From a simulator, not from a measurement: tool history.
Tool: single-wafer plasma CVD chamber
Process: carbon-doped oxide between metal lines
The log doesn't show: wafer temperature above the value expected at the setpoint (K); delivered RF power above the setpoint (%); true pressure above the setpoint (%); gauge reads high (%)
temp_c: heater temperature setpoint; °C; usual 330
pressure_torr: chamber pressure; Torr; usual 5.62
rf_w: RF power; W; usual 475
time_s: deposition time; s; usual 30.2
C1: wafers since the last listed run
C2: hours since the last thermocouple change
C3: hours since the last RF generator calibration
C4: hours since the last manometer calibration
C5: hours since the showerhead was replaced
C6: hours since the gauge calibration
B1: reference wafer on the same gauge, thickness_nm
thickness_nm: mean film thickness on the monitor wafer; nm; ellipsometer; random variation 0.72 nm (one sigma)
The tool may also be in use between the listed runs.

run 1 hour=0 | temp_c=330 pressure_torr=5.62 rf_w=410 time_s=30.2 | C1=0 C2=516.3 C3=612.4 C4=2489.6 C5=3274.4 C6=421.9 | B1=168.921 | thickness_nm=159.216
run 2 hour=55.4 | temp_c=330 pressure_torr=5.62 rf_w=475 time_s=30.2 | C1=1920 C2=571.7 C3=667.8 C4=2545 C5=3329.8 C6=477.3 | B1=168.853 | thickness_nm=172.629
-- hour=73.7 gauge calibrated
-- hour=234.9 capacitance manometer re-zeroed and calibrated
-- hour=237 showerhead replaced
run 3 hour=246.4 | temp_c=330 pressure_torr=5.62 rf_w=475 time_s=30.2 | C1=6270 C2=762.7 C3=858.8 C4=11.5 C5=9.4 C6=172.7 | B1=169.1 | thickness_nm=171.813
run 4 hour=297.5 | temp_c=330 pressure_torr=5.62 rf_w=475 time_s=30.2 | C1=1771 C2=813.8 C3=909.9 C4=62.6 C5=60.5 C6=223.8 | B1=168.946 | thickness_nm=172.771
run 5 hour=326 | temp_c=330 pressure_torr=5.62 rf_w=475 time_s=30.2 | C1=988 C2=842.3 C3=938.4 C4=91.1 C5=89 C6=252.3 | B1=169.02 | thickness_nm=171.734
-- hour=358.3 thermocouple changed; heater temperature recalibrated
-- hour=362.1 RF generator calibrated
run 6 hour=365.2 | temp_c=330 pressure_torr=5.62 rf_w=475 time_s=30.2 | C1=948 C2=6.9 C3=3.1 C4=130.3 C5=128.2 C6=291.5 | B1=169.084 | thickness_nm=173.545
run 7 hour=391 | temp_c=330 pressure_torr=5.62 rf_w=475 time_s=30.2 | C1=894 C2=32.7 C3=28.9 C4=156.1 C5=154 C6=317.3 | B1=169.088 | thickness_nm=173.129
run 8 hour=444.5 | temp_c=337 pressure_torr=6.28 rf_w=505 time_s=27.8 | C1=1854 C2=86.2 C3=82.4 C4=209.6 C5=207.5 C6=370.8 | B1=168.953 | thickness_nm=162.388
run 9 hour=494.5 | temp_c=322 pressure_torr=5.62 rf_w=425 time_s=32.8 | C1=1733 C2=136.2 C3=132.4 C4=259.6 C5=257.5 C6=420.8 | B1=168.994 | thickness_nm=180.732
-- hour=500.4 gauge calibrated
run 10 hour=557.1 | temp_c=335 pressure_torr=5.62 rf_w=475 time_s=30.2 | C1=2170 C2=198.8 C3=195 C4=322.2 C5=320.1 C6=56.7 | B1=168.937 | thickness_nm=170.126
run 11 hour=616.1 | temp_c=330 pressure_torr=5.62 rf_w=475 time_s=30.2 | C1=2045 C2=257.8 C3=254 C4=381.2 C5=379.1 C6=115.7 | B1=169.07 | thickness_nm=173.09
run 12 hour=673.5 | temp_c=330 pressure_torr=5.62 rf_w=475 time_s=26.8 | C1=1989 C2=315.2 C3=311.4 C4=438.6 C5=436.5 C6=173.1 | B1=168.96 | thickness_nm=153.318
run 13 hour=721 | temp_c=336 pressure_torr=6.69 rf_w=565 time_s=30.2 | C1=1646 C2=362.7 C3=358.9 C4=486.1 C5=484 C6=220.6 | B1=169.127 | thickness_nm=188.94
run 14 hour=761.9 | temp_c=330 pressure_torr=5.62 rf_w=475 time_s=33.3 | C1=1417 C2=403.6 C3=399.8 C4=527 C5=524.9 C6=261.5 | B1=169.134 | thickness_nm=191.793

How the hidden state differs across the entries between the runs, from the last listed run before each to the first after it:
Between runs 2 and 3: gauge calibrated (hour 73.7); capacitance manometer re-zeroed and calibrated (hour 234.9); showerhead replaced (hour 237)
  no hidden state differs between the two runs
Between runs 5 and 6: thermocouple changed; heater temperature recalibrated (hour 358.3); RF generator calibrated (hour 362.1)
  no hidden state differs between the two runs
Between runs 9 and 10: gauge calibrated (hour 500.4)
  no hidden state differs between the two runs

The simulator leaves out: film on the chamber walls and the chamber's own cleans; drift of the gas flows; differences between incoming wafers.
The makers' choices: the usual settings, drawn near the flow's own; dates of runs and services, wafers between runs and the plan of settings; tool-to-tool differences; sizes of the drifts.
